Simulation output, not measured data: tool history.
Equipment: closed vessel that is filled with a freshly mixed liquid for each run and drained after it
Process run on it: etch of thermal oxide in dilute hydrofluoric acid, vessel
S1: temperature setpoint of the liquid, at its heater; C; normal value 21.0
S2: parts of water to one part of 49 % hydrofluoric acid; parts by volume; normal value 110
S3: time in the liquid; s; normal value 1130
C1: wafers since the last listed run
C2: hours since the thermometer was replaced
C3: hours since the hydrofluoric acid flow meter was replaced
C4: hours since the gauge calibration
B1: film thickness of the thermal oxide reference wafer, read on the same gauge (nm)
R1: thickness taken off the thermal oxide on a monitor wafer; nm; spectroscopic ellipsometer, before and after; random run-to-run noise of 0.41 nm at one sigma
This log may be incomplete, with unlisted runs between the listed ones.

Run 1, hour 0.0: usual settings but S3 1505 s; C1 0; C2 952.0; C3 455.9; C4 649.3; B1 139.97. Result: R1 62.93 nm.
Run 2, hour 97.0: usual settings but S3 1505 s; C1 5110; C2 1049.0; C3 552.9; C4 746.3; B1 140.02. Result: R1 63.64 nm.
Run 3, hour 117.0: usual settings; C1 1053; C2 1069.0; C3 572.9; C4 766.3; B1 140.02. Result: R1 47.89 nm.
Run 4, hour 129.5: usual settings; C1 658; C2 1081.5; C3 585.4; C4 778.8; B1 139.99. Result: R1 47.25 nm.
Run 5, hour 221.0: usual settings but S2 70 parts by volume; C1 4820; C2 1173.0; C3 676.9; C4 870.3; B1 140.00. Result: R1 77.89 nm.
Run 6, hour 249.6: usual settings but S2 70 parts by volume; C1 1506; C2 1201.6; C3 705.5; C4 898.9; B1 140.01. Result: R1 80.16 nm.
Run 7, hour 262.9: usual settings; C1 700; C2 1214.9; C3 718.8; C4 912.2; B1 139.99. Result: R1 46.95 nm.
At hour 271.8: hydrofluoric acid flow meter replaced.
At hour 275.4: gauge calibrated.
Run 8, hour 281.5: usual settings; C1 927; C2 1233.5; C3 9.7; C4 6.1; B1 140.01. Result: R1 47.15 nm.
Run 9, hour 296.6: usual settings; C1 795; C2 1248.6; C3 24.8; C4 21.2; B1 140.00. Result: R1 47.55 nm.
Run 10, hour 312.0: usual settings; C1 811; C2 1264.0; C3 40.2; C4 36.6; B1 139.99. Result: R1 47.99 nm.
Run 11, hour 336.9: usual settings; C1 1311; C2 1288.9; C3 65.1; C4 61.5; B1 140.04. Result: R1 48.27 nm.
Run 12, hour 351.3: usual settings but S1 19.0 C, S3 1530 s; C1 758; C2 1303.3; C3 79.5; C4 75.9; B1 140.04. Result: R1 60.59 nm.
Run 13, hour 370.3: usual settings but S1 19.0 C, S3 1530 s; C1 1001; C2 1322.3; C3 98.5; C4 94.9; B1 140.01. Result: R1 60.43 nm.
Run 14, hour 394.9: usual settings but S1 19.0 C, S3 1530 s; C1 1296; C2 1346.9; C3 123.1; C4 119.5; B1 140.00. Result: R1 59.89 nm.
Run 15, hour 419.2: usual settings; C1 1280; C2 1371.2; C3 147.4; C4 143.8; B1 140.01. Result: R1 49.53 nm.
Run 16, hour 438.3: usual settings but S1 23.0 C, S2 85 parts by volume, S3 650 s; C1 1006; C2 1390.3; C3 166.5; C4 162.9; B1 139.98. Result: R1 40.54 nm.
Run 17, hour 546.0: usual settings; C1 5674; C2 1498.0; C3 274.2; C4 270.6; B1 140.00. Result: R1 48.15 nm.
At hour 552.6: thermometer replaced.
Run 18, hour 564.4: usual settings but S1 23.5 C, S2 85 parts by volume, S3 1380 s; C1 916; C2 11.8; C3 292.6; C4 289.0; B1 139.98. Result: R1 78.28 nm.
Run 19, hour 578.4: usual settings but S2 160 parts by volume; C1 737; C2 25.8; C3 306.6; C4 303.0; B1 139.98. Result: R1 28.95 nm.
Run 20, hour 591.3: usual settings; C1 679; C2 38.7; C3 319.5; C4 315.9; B1 140.01. Result: R1 43.93 nm.
Run 21, hour 611.7: usual settings; C1 1074; C2 59.1; C3 339.9; C4 336.3; B1 140.03. Result: R1 43.55 nm.
Run 22, hour 645.1: usual settings but S1 22.5 C; C1 1759; C2 92.5; C3 373.3; C4 369.7; B1 140.03. Result: R1 46.10 nm.
Run 23, hour 667.0: usual settings but S2 140 parts by volume; C1 1153; C2 114.4; C3 395.2; C4 391.6; B1 139.99. Result: R1 33.48 nm.
Run 24, hour 688.6: usual settings; C1 1138; C2 136.0; C3 416.8; C4 413.2; B1 140.00. Result: R1 44.56 nm.
Run 25, hour 700.6: usual settings; C1 632; C2 148.0; C3 428.8; C4 425.2; B1 140.01. Result: R1 43.72 nm.
Run 26, hour 731.0: usual settings but S1 24.5 C, S2 150 parts by volume, S3 1695 s; C1 1601; C2 178.4; C3 459.2; C4 455.6; B1 139.98. Result: R1 53.89 nm.
Run 27, hour 765.9: usual settings but S1 22.5 C, S3 1510 s; C1 1838; C2 213.3; C3 494.1; C4 490.5; B1 140.01. Result: R1 63.01 nm.
Run 28, hour 791.1: usual settings; C1 1327; C2 238.5; C3 519.3; C4 515.7; B1 140.04. Result: R1 44.10 nm.
Run 29, hour 810.9: usual settings but S1 19.0 C, S2 80 parts by volume; C1 1043; C2 258.3; C3 539.1; C4 535.5; B1 140.00. Result: R1 57.47 nm.
Run 30, hour 829.3: usual settings but S1 18.5 C, S2 125 parts by volume, S3 1510 s; C1 969; C2 276.7; C3 557.5; C4 553.9; B1 140.02. Result: R1 47.30 nm.
Run 31, hour 845.9: usual settings but S3 1530 s; C1 874; C2 293.3; C3 574.1; C4 570.5; B1 139.99. Result: R1 61.28 nm.
Run 32, hour 880.9: usual settings but S2 150 parts by volume, S3 1405 s; C1 1844; C2 328.3; C3 609.1; C4 605.5; B1 140.01. Result: R1 39.52 nm.
Run 33, hour 905.0: usual settings but S1 17.0 C, S2 85 parts by volume; C1 1269; C2 352.4; C3 633.2; C4 629.6; B1 139.98. Result: R1 50.29 nm.
Run 34, hour 930.0: usual settings but S1 23.5 C, S2 90 parts by volume, S3 480 s; C1 1317; C2 377.4; C3 658.2; C4 654.6; B1 140.00. Result: R1 26.11 nm.
Run 35, hour 957.4: usual settings; C1 1443; C2 404.8; C3 685.6; C4 682.0; B1 139.99. Result: R1 43.92 nm.

3 ways to go on from here, each from the tool as it stands after run 35. What would each give?
Run A, hour 958.4: usual settings; C1 52; C2 405.8; C3 686.6; C4 683.0; B1 ?. Result: R1 ?.
Run B, hour 958.4: usual settings but S2 155 parts by volume, S3 1330 s; C1 52; C2 405.8; C3 686.6; C4 683.0; B1 ?. Result: R1 ?.
Run C, hour 958.4: usual settings but S1 26.0 C, S2 60 parts by volume, S3 680 s; C1 52; C2 405.8; C3 686.6; C4 683.0; B1 ?. Result: R1 ?.

run      B1     R1
  A  139.99  44.59
  B  139.99  35.43
  C  139.99  64.01
Stripped of hidden state, with their random variation kept, the same runs would have yielded:
run     R1
  A  43.11
  B  34.28
  C  61.90
